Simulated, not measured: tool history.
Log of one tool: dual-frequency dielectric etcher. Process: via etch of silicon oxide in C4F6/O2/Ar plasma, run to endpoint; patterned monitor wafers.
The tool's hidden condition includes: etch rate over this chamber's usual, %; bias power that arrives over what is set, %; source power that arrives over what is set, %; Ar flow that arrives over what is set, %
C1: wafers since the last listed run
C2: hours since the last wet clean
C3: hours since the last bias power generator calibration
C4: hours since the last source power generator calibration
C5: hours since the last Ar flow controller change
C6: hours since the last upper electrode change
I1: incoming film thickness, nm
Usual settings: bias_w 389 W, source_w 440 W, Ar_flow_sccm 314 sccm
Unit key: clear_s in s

{"run": 1, "hour": 0.0, "bias_w": 389, "source_w": 470, "Ar_flow_sccm": 340, "C1": 0, "C2": 267.0, "C3": 1421.1, "C4": 2622.8, "C5": 4182.2, "C6": 5106.3, "I1": 66.8, "clear_s": 15.9}
{"run": 2, "hour": 70.6, "bias_w": 389, "source_w": 470, "Ar_flow_sccm": 340, "C1": 541, "C2": 337.6, "C3": 1491.7, "C4": 2693.4, "C5": 4252.8, "C6": 5176.9, "I1": 66.9, "clear_s": 15.9}
{"run": 3, "hour": 121.2, "bias_w": 412, "source_w": 500, "Ar_flow_sccm": 314, "C1": 388, "C2": 388.2, "C3": 1542.3, "C4": 2744.0, "C5": 4303.4, "C6": 5227.5, "I1": 67.6, "clear_s": 15.2}
{"run": 4, "hour": 158.9, "bias_w": 389, "source_w": 440, "Ar_flow_sccm": 314, "C1": 289, "C2": 425.9, "C3": 1580.0, "C4": 2781.7, "C5": 4341.1, "C6": 5265.2, "I1": 67.8, "clear_s": 16.7}
{"run": 5, "hour": 187.6, "bias_w": 389, "source_w": 440, "Ar_flow_sccm": 314, "C1": 220, "C2": 454.6, "C3": 1608.7, "C4": 2810.4, "C5": 4369.8, "C6": 5293.9, "I1": 66.7, "clear_s": 16.4}
{"run": 6, "hour": 227.0, "bias_w": 389, "source_w": 440, "Ar_flow_sccm": 314, "C1": 302, "C2": 494.0, "C3": 1648.1, "C4": 2849.8, "C5": 4409.2, "C6": 5333.3, "I1": 67.8, "clear_s": 16.3}
{"hour": 248.8, "done": "Ar flow controller replaced"}
{"hour": 288.4, "done": "wet clean of the chamber"}
{"run": 7, "hour": 297.0, "bias_w": 389, "source_w": 440, "Ar_flow_sccm": 314, "C1": 307, "C2": 8.6, "C3": 1718.1, "C4": 2919.8, "C5": 48.2, "C6": 5403.3, "I1": 67.0, "clear_s": 16.2}
{"hour": 318.8, "done": "source power generator calibrated"}
{"run": 8, "hour": 325.9, "bias_w": 389, "source_w": 440, "Ar_flow_sccm": 314, "C1": 191, "C2": 37.5, "C3": 1747.0, "C4": 7.1, "C5": 77.1, "C6": 5432.2, "I1": 67.1, "clear_s": 16.6}
{"hour": 360.8, "done": "bias power generator calibrated"}
{"run": 9, "hour": 376.3, "bias_w": 443, "source_w": 550, "Ar_flow_sccm": 373, "C1": 356, "C2": 87.9, "C3": 15.5, "C4": 57.5, "C5": 127.5, "C6": 5482.6, "I1": 67.3, "clear_s": 14.6}
{"run": 10, "hour": 431.5, "bias_w": 389, "source_w": 470, "Ar_flow_sccm": 376, "C1": 423, "C2": 143.1, "C3": 70.7, "C4": 112.7, "C5": 182.7, "C6": 5537.8, "I1": 66.5, "clear_s": 16.0}
{"run": 11, "hour": 473.3, "bias_w": 332, "source_w": 440, "Ar_flow_sccm": 314, "C1": 320, "C2": 184.9, "C3": 112.5, "C4": 154.5, "C5": 224.5, "C6": 5579.6, "I1": 66.8, "clear_s": 17.6}
{"run": 12, "hour": 514.5, "bias_w": 357, "source_w": 380, "Ar_flow_sccm": 314, "C1": 316, "C2": 226.1, "C3": 153.7, "C4": 195.7, "C5": 265.7, "C6": 5620.8, "I1": 67.2, "clear_s": 17.9}
{"hour": 568.7, "done": "upper electrode replaced"}
{"run": 13, "hour": 570.6, "bias_w": 389, "source_w": 470, "Ar_flow_sccm": 340, "C1": 246, "C2": 282.2, "C3": 209.8, "C4": 251.8, "C5": 321.8, "C6": 1.9, "I1": 67.4, "clear_s": 16.3}
{"run": 14, "hour": 596.9, "bias_w": 443, "source_w": 550, "Ar_flow_sccm": 373, "C1": 201, "C2": 308.5, "C3": 236.1, "C4": 278.1, "C5": 348.1, "C6": 28.2, "I1": 67.0, "clear_s": 14.3}
{"run": 15, "hour": 650.7, "bias_w": 389, "source_w": 470, "Ar_flow_sccm": 314, "C1": 413, "C2": 362.3, "C3": 289.9, "C4": 331.9, "C5": 401.9, "C6": 82.0, "I1": 67.1, "clear_s": 15.8}
{"run": 16, "hour": 696.4, "bias_w": 447, "source_w": 540, "Ar_flow_sccm": 314, "C1": 350, "C2": 408.0, "C3": 335.6, "C4": 377.6, "C5": 447.6, "C6": 127.7, "I1": 67.4, "clear_s": 14.6}
{"run": 17, "hour": 724.9, "bias_w": 468, "source_w": 440, "Ar_flow_sccm": 257, "C1": 218, "C2": 436.5, "C3": 364.1, "C4": 406.1, "C5": 476.1, "C6": 156.2, "I1": 67.2, "clear_s": 15.0}

List, for all runs, the conditions of the tool that the log does not record:
etch rate over this chamber's usual, %: 0 on each run
bias power that arrives over what is set, %: 0 on each run
source power that arrives over what is set, %: 0 on each run
Ar flow that arrives over what is set, %: 0 on each run
